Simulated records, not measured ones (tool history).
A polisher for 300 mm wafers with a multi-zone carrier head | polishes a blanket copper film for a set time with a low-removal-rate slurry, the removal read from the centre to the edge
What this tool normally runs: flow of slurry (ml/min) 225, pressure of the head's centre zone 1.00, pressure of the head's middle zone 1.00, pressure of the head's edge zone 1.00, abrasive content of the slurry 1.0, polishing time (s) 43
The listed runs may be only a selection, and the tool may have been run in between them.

run	hour	flow of slurry (ml/min)	pressure of the head's centre zone	pressure of the head's middle zone	pressure of the head's edge zone	abrasive content of the slurry	polishing time (s)	incoming thickness of the incoming film, nm	film removed at the wafer's centre (Å)	film removed at mid-radius (Å)	film removed at the wafer's edge (Å)
1	0.0	225	1.00	1.00	1.00	1.0	43	1047.9	1739	1681	1620
2	43.6	225	1.00	1.00	1.00	1.0	43	1032.1	1739	1691	1602
3	141.9	225	1.00	1.00	1.00	1.0	43	1013.5	1762	1697	1618
4	200.2	225	1.00	1.00	1.00	1.0	43	1047.7	1784	1701	1621
5	269.6	225	1.00	1.00	1.00	1.0	43	1022.2	1805	1642	1609
# hour 332.7: worn pad replaced by a new one
# hour 379.8: carrier head's membrane replaced by a new one
6	387.7	225	1.00	1.00	1.00	1.0	43	1025.3	1791	1645	1617
# hour 463.1: slurry nozzle cleaned
7	474.5	225	1.00	1.00	1.00	1.0	34	1018.9	1451	1304	1285
# hour 523.6: centre zone pressure recalibrated
8	542.0	225	1.00	1.00	1.00	1.0	34	1030.4	1325	1296	1281
# hour 644.9: worn pad replaced by a new one
9	645.4	225	1.00	1.00	1.00	1.0	34	1041.2	1293	1312	1280
10	893.0	225	0.96	1.00	1.00	1.0	43	1031.1	1596	1691	1632
11	951.4	225	1.00	1.00	0.97	1.0	43	1040.6	1695	1693	1611
# hour 966.0: worn pad replaced by a new one
# hour 1035.9: slurry nozzle cleaned
12	1049.5	225	1.08	1.00	1.00	1.0	43	1033.4	1813	1693	1610
# hour 1118.4: carrier head's membrane replaced by a new one
13	1149.5	225	1.00	1.00	1.00	1.0	43	1036.8	1660	1730	1587
# hour 1208.8: edge zone pressure recalibrated
14	1245.0	225	1.00	1.00	1.00	1.3	30	1017.2	1266	1249	1197
15	1292.6	225	1.00	1.00	1.06	1.0	58	1029.6	2334	2290	2272
# hour 1321.1: worn pad replaced by a new one
16	1384.8	225	1.00	1.00	1.00	1.1	43	1025.6	1772	1696	1647
17	1444.9	225	1.00	1.00	1.00	1.0	34	1037.2	1356	1335	1270
18	1482.6	225	1.00	1.00	1.00	1.0	43	1020.6	1743	1660	1606
19	1550.9	150	0.92	0.93	1.11	1.0	43	1013.0	1481	1451	1602
# hour 1582.8: slurry nozzle cleaned
20	1615.7	170	1.00	1.00	1.00	1.0	43	1014.2	1663	1599	1565

Here are 3 independent what-if runs from the current tool condition. What would each one return?
A	1616.1	225	1.00	1.00	1.00	1.0	43	1020.3	?	?	?
B	1616.1	225	1.04	1.00	1.00	1.0	43	1020.3	?	?	?
C	1616.1	300	1.00	1.11	0.95	1.0	38	1020.3	?	?	?

run	film removed at the wafer's centre (Å)	film removed at mid-radius (Å)	film removed at the wafer's edge (Å)
A	1811	1664	1605
B	1875	1663	1605
C	1665	1664	1419
With no hidden state in the tool, these same runs would have given:
run	film removed at the wafer's centre (Å)	film removed at mid-radius (Å)	film removed at the wafer's edge (Å)
A	1702	1664	1605
B	1763	1664	1605
C	1565	1664	1419
